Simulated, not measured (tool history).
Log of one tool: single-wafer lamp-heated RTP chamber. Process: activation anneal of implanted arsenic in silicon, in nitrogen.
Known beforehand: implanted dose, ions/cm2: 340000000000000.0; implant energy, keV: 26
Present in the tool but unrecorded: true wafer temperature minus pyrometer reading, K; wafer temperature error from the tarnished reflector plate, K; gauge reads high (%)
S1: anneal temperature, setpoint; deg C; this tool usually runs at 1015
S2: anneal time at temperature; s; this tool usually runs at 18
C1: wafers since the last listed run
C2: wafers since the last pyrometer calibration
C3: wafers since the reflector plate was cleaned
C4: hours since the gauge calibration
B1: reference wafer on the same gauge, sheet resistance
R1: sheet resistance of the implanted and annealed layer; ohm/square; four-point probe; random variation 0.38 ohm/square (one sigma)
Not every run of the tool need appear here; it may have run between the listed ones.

{"run": 1, "hour": 0.0, "S1": 1015, "S2": 18, "C1": 0, "C2": 2350, "C3": 2129, "C4": 477.2, "B1": 241.5, "R1": 254.13}
{"hour": 45.3, "done": "pyrometer window cleaned and pyrometer calibrated"}
{"run": 2, "hour": 102.2, "S1": 994, "S2": 26, "C1": 1250, "C2": 755, "C3": 3379, "C4": 579.4, "B1": 241.06, "R1": 253.88}
{"run": 3, "hour": 119.5, "S1": 994, "S2": 26, "C1": 229, "C2": 985, "C3": 3609, "C4": 596.7, "B1": 241.0, "R1": 253.69}
{"run": 4, "hour": 144.7, "S1": 994, "S2": 26, "C1": 334, "C2": 1319, "C3": 3944, "C4": 621.9, "B1": 240.99, "R1": 254.11}
{"run": 5, "hour": 177.2, "S1": 1015, "S2": 11, "C1": 431, "C2": 1751, "C3": 4375, "C4": 654.4, "B1": 240.76, "R1": 255.05}
{"run": 6, "hour": 212.5, "S1": 1015, "S2": 18, "C1": 468, "C2": 2220, "C3": 4844, "C4": 689.7, "B1": 240.71, "R1": 253.78}
{"run": 7, "hour": 226.8, "S1": 1015, "S2": 18, "C1": 189, "C2": 2409, "C3": 5034, "C4": 704.0, "B1": 240.67, "R1": 253.57}
{"run": 8, "hour": 246.6, "S1": 1015, "S2": 18, "C1": 262, "C2": 2672, "C3": 5297, "C4": 723.8, "B1": 240.5, "R1": 253.14}
{"run": 9, "hour": 274.7, "S1": 1015, "S2": 18, "C1": 373, "C2": 3045, "C3": 5670, "C4": 751.9, "B1": 240.26, "R1": 253.29}
{"hour": 295.1, "done": "reflector plate cleaned"}
{"hour": 309.0, "done": "pyrometer window cleaned and pyrometer calibrated"}
{"run": 10, "hour": 309.5, "S1": 1015, "S2": 18, "C1": 249, "C2": 6, "C3": 85, "C4": 786.7, "B1": 240.26, "R1": 252.79}
{"run": 11, "hour": 330.4, "S1": 1015, "S2": 18, "C1": 277, "C2": 283, "C3": 362, "C4": 807.6, "B1": 240.07, "R1": 252.07}
{"run": 12, "hour": 344.5, "S1": 1015, "S2": 18, "C1": 187, "C2": 471, "C3": 550, "C4": 821.7, "B1": 239.98, "R1": 252.25}
{"run": 13, "hour": 379.2, "S1": 1015, "S2": 18, "C1": 460, "C2": 931, "C3": 1010, "C4": 856.4, "B1": 239.78, "R1": 252.37}
{"run": 14, "hour": 414.0, "S1": 1015, "S2": 18, "C1": 462, "C2": 1393, "C3": 1472, "C4": 891.2, "B1": 239.61, "R1": 251.68}
{"run": 15, "hour": 441.4, "S1": 991, "S2": 24, "C1": 363, "C2": 1757, "C3": 1836, "C4": 918.6, "B1": 239.42, "R1": 251.97}
{"run": 16, "hour": 465.6, "S1": 1001, "S2": 7, "C1": 321, "C2": 2078, "C3": 2157, "C4": 942.8, "B1": 239.22, "R1": 255.65}
{"run": 17, "hour": 499.0, "S1": 1039, "S2": 13, "C1": 443, "C2": 2522, "C3": 2601, "C4": 976.2, "B1": 239.09, "R1": 249.89}
{"run": 18, "hour": 519.5, "S1": 1015, "S2": 21, "C1": 272, "C2": 2794, "C3": 2873, "C4": 996.7, "B1": 238.92, "R1": 251.04}
{"run": 19, "hour": 552.6, "S1": 1015, "S2": 18, "C1": 439, "C2": 3233, "C3": 3312, "C4": 1029.8, "B1": 238.78, "R1": 251.29}
{"hour": 572.0, "done": "gauge calibrated"}
{"hour": 572.6, "done": "pyrometer window cleaned and pyrometer calibrated"}
{"run": 20, "hour": 576.4, "S1": 1015, "S2": 18, "C1": 209, "C2": 49, "C3": 3522, "C4": 4.4, "B1": 243.11, "R1": 255.3}
{"run": 21, "hour": 609.3, "S1": 1034, "S2": 24, "C1": 436, "C2": 486, "C3": 3959, "C4": 37.3, "B1": 243.17, "R1": 252.38}
{"run": 22, "hour": 624.3, "S1": 1015, "S2": 18, "C1": 199, "C2": 685, "C3": 4158, "C4": 52.3, "B1": 243.06, "R1": 254.98}
{"run": 23, "hour": 649.6, "S1": 1015, "S2": 18, "C1": 335, "C2": 1021, "C3": 4494, "C4": 77.6, "B1": 243.08, "R1": 255.21}
{"run": 24, "hour": 669.1, "S1": 994, "S2": 28, "C1": 258, "C2": 1280, "C3": 4753, "C4": 97.1, "B1": 243.09, "R1": 255.77}
{"run": 25, "hour": 694.1, "S1": 1015, "S2": 18, "C1": 331, "C2": 1612, "C3": 5085, "C4": 122.1, "B1": 243.13, "R1": 256.03}
{"hour": 731.5, "done": "reflector plate cleaned"}
{"run": 26, "hour": 732.0, "S1": 1015, "S2": 18, "C1": 396, "C2": 2009, "C3": 7, "C4": 160.0, "B1": 243.15, "R1": 255.82}
{"run": 27, "hour": 747.7, "S1": 1015, "S2": 23, "C1": 208, "C2": 2217, "C3": 215, "C4": 175.7, "B1": 243.08, "R1": 254.31}
{"run": 28, "hour": 760.8, "S1": 1015, "S2": 18, "C1": 173, "C2": 2391, "C3": 389, "C4": 188.8, "B1": 243.04, "R1": 255.55}
{"run": 29, "hour": 795.5, "S1": 996, "S2": 27, "C1": 460, "C2": 2852, "C3": 850, "C4": 223.5, "B1": 242.99, "R1": 255.65}
{"hour": 813.6, "done": "pyrometer window cleaned and pyrometer calibrated"}
{"run": 30, "hour": 817.4, "S1": 1038, "S2": 12, "C1": 184, "C2": 50, "C3": 1034, "C4": 245.4, "B1": 242.94, "R1": 254.89}
{"run": 31, "hour": 843.4, "S1": 995, "S2": 11, "C1": 345, "C2": 395, "C3": 1379, "C4": 271.4, "B1": 242.98, "R1": 258.24}
{"run": 32, "hour": 871.7, "S1": 1015, "S2": 22, "C1": 375, "C2": 771, "C3": 1755, "C4": 299.7, "B1": 242.84, "R1": 254.44}
{"run": 33, "hour": 887.2, "S1": 1015, "S2": 18, "C1": 205, "C2": 977, "C3": 1961, "C4": 315.2, "B1": 242.79, "R1": 255.88}
{"run": 34, "hour": 908.6, "S1": 1024, "S2": 22, "C1": 284, "C2": 1261, "C3": 2245, "C4": 336.6, "B1": 242.75, "R1": 253.42}
{"run": 35, "hour": 929.4, "S1": 1015, "S2": 25, "C1": 276, "C2": 1537, "C3": 2521, "C4": 357.4, "B1": 242.69, "R1": 254.29}
{"run": 36, "hour": 950.3, "S1": 1028, "S2": 12, "C1": 277, "C2": 1814, "C3": 2799, "C4": 378.3, "B1": 242.65, "R1": 255.72}
{"run": 37, "hour": 1011.9, "S1": 989, "S2": 14, "C1": 817, "C2": 2632, "C3": 3616, "C4": 439.9, "B1": 242.46, "R1": 257.52}

Run by run, hidden condition taken away, random variation retained:
run=1 R1=255.73
run=2 R1=255.86
run=3 R1=255.74
run=4 R1=256.27
run=5 R1=257.37
run=6 R1=256.26
run=7 R1=256.11
run=8 R1=255.78
run=9 R1=256.08
run=10 R1=255.77
run=11 R1=255.15
run=12 R1=255.42
run=13 R1=255.75
run=14 R1=255.27
run=15 R1=255.73
run=16 R1=259.63
run=17 R1=254.00
run=18 R1=255.32
run=19 R1=255.81
run=20 R1=255.14
run=21 R1=252.23
run=22 R1=254.83
run=23 R1=255.07
run=24 R1=255.64
run=25 R1=255.92
run=26 R1=255.75
run=27 R1=254.26
run=28 R1=255.51
run=29 R1=255.67
run=30 R1=254.94
run=31 R1=258.34
run=32 R1=254.60
run=33 R1=256.07
run=34 R1=253.66
run=35 R1=254.58
run=36 R1=256.06
run=37 R1=258.04
